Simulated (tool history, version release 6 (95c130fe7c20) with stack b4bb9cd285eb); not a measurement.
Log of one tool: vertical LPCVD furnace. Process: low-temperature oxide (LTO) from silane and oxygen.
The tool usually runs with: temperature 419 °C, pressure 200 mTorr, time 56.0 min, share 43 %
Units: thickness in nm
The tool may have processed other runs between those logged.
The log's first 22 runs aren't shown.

run,hour,temperature,pressure,time,share,"read-back reference wafer on the same gauge, thickness",thickness
# hour 1031.0: gauge calibrated
23,1036.1,419,200,56.0,43,654.06,607.38
# hour 1068.7: silane flow controller replaced
24,1090.5,419,200,56.0,43,653.88,607.71
25,1161.8,428,225,56.0,35,654.42,592.30
26,1201.0,428,200,56.0,49,653.47,740.38
27,1250.6,419,245,66.5,43,654.40,885.61
28,1288.3,414,185,38.5,43,653.83,367.20
29,1319.1,419,200,56.0,43,654.39,606.58
30,1348.2,408,175,37.5,50,653.22,366.53

Here are 3 independent what-if runs from the current tool condition. What would each one return?
A,1353.7,419,200,56.0,43,?,?
B,1353.7,419,200,56.0,48,?,?
C,1353.7,424,185,56.0,38,?,?

run,"read-back reference wafer on the same gauge, thickness",thickness
A,654.38,607.15
B,654.38,672.70
C,654.38,515.24
With no hidden state in the tool, these same runs would have given:
run,thickness
A,607.17
B,672.87
C,515.44

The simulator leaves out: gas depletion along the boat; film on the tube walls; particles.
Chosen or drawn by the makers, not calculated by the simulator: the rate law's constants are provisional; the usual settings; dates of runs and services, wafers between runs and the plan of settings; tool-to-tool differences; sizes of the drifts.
